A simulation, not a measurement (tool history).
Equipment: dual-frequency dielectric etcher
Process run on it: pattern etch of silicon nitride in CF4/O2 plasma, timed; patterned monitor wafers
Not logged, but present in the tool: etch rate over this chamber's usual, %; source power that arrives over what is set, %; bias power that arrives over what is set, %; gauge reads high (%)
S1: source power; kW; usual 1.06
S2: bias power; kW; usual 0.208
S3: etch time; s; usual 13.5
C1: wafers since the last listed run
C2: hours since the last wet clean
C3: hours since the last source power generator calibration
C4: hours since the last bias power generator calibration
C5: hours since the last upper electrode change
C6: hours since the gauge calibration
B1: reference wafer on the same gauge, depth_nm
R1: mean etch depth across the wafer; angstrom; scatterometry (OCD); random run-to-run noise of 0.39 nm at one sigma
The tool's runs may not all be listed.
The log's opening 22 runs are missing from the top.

run    hour    S1     S2    S3   C1     C2     C3     C4     C5     C6    B1   R1
 23  1130.2  1.06  0.208  13.5  602  264.3  580.2  488.1  633.3  597.5  69.3  595
 24  1187.8  0.99  0.208  13.5  518  321.9  637.8  545.7  690.9  655.1  69.2  564
 25  1217.3  1.17  0.208  13.5  265  351.4  667.3  575.2  720.4  684.6  69.3  649
 26  1268.3  0.89   0.17  13.5  459  402.4  718.3  626.2  771.4  735.6  69.2  486
 27  1307.6  1.06  0.223  13.5  353  441.7  757.6  665.5  810.7  774.9    69  612
 28  1333.6  1.13  0.208    15  234  467.7  783.6  691.5  836.7  800.9  69.2  700
     1362.9  -- wet clean of the chamber
 29  1446.9  0.97  0.163   9.5  803     84  896.9  804.8    950  914.2    69  362
 30  1492.4  0.93  0.223    16  409  129.5  942.4  850.3  995.5  959.7  69.2  650

4 ways to go on from here, each from the tool as it stands after run 30. What would each give?
  A  1492.8  1.06  0.208  16.5   3  129.9  942.8  850.7  995.9  960.1   ?   ?
  B  1492.8   1.3  0.163  15.5   3  129.9  942.8  850.7  995.9  960.1   ?   ?
  C  1492.8  0.98  0.253  16.5   3  129.9  942.8  850.7  995.9  960.1   ?   ?
  D  1492.8   1.2  0.208  13.5   3  129.9  942.8  850.7  995.9  960.1   ?   ?

run  B1   R1
  A  69  727
  B  69  755
  C  69  725
  D  69  660
Without the tool's unlogged condition, the same runs would have read:
run   R1
  A  724
  B  752
  C  722
  D  657
